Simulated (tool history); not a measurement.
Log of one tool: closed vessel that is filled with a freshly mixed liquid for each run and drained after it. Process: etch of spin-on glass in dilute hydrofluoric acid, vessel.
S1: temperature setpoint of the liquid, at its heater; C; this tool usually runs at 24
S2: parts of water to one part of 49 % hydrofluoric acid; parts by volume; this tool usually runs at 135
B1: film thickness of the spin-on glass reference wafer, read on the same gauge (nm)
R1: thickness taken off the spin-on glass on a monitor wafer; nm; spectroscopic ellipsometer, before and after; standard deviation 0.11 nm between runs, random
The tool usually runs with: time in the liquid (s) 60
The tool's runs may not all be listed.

Run 1, hour 0: usual settings; B1 58.56. Result: R1 25.1 nm.
Run 2, hour 64.7: usual settings but S1 27.5 C, time in the liquid (s) 70; B1 58.43. Result: R1 33.42 nm.
Run 3, hour 170.3: usual settings but S1 27.5 C, time in the liquid (s) 70; B1 58.24. Result: R1 33.27 nm.
Run 4, hour 287.5: usual settings but S1 27.5 C, time in the liquid (s) 70; B1 58.08. Result: R1 33.08 nm.
Run 5, hour 363.2: usual settings but S1 27.5 C, S2 190 parts by volume; B1 57.98. Result: R1 18.79 nm.
Run 6, hour 426: usual settings; B1 57.97. Result: R1 24.94 nm.
At hour 454.8: thermometer replaced.
Run 7, hour 620.4: usual settings; B1 57.87. Result: R1 24.87 nm.
Run 8, hour 688.2: usual settings; B1 57.82. Result: R1 24.89 nm.
Run 9, hour 753.2: usual settings; B1 57.82. Result: R1 24.92 nm.
Run 10, hour 825.8: usual settings but S1 27.5 C, time in the liquid (s) 70; B1 57.76. Result: R1 33.25 nm.
At hour 848.7: hydrofluoric acid flow meter replaced.
At hour 853.7: gauge calibrated.
Run 11, hour 873.7: usual settings but S1 27 C, S2 200 parts by volume, time in the liquid (s) 45; B1 60.19. Result: R1 13.66 nm.
Run 12, hour 976.8: usual settings but S1 28 C, S2 115 parts by volume, time in the liquid (s) 80; B1 59.65. Result: R1 47.92 nm.
Run 13, hour 1019.5: usual settings; B1 59.47. Result: R1 25.58 nm.
Run 14, hour 1094.3: usual settings but S2 100 parts by volume; B1 59.22. Result: R1 35.79 nm.
Run 15, hour 1138.6: usual settings but S1 28.5 C; B1 59.08. Result: R1 30.04 nm.
Run 16, hour 1191.5: usual settings but S1 20 C, time in the liquid (s) 30; B1 58.95. Result: R1 10.8 nm.

5 options for the next run, each taken on its own from the tool as it stands now. Forecast them:
Run A, hour 1192.2: usual settings but time in the liquid (s) 40; B1 ?. Result: R1 ?.
Run B, hour 1192.2: usual settings but S1 21 C, S2 165 parts by volume, time in the liquid (s) 75; B1 ?. Result: R1 ?.
Run C, hour 1192.2: usual settings but S1 20.5 C, S2 200 parts by volume; B1 ?. Result: R1 ?.
Run D, hour 1192.2: usual settings but S1 20 C, S2 160 parts by volume; B1 ?. Result: R1 ?.
Run E, hour 1192.2: usual settings but S1 22 C, time in the liquid (s) 70; B1 ?. Result: R1 ?.

run     B1     R1
  A  58.93  16.96
  B  58.93   22.4
  C  58.93  13.99
  D  58.93  17.86
  E  58.93  27.45
Take away the tool's hidden state, keep each run's random variation, and the runs would have read:
run     R1
  A  17.26
  B   22.8
  C  14.24
  D  18.18
  E  27.94
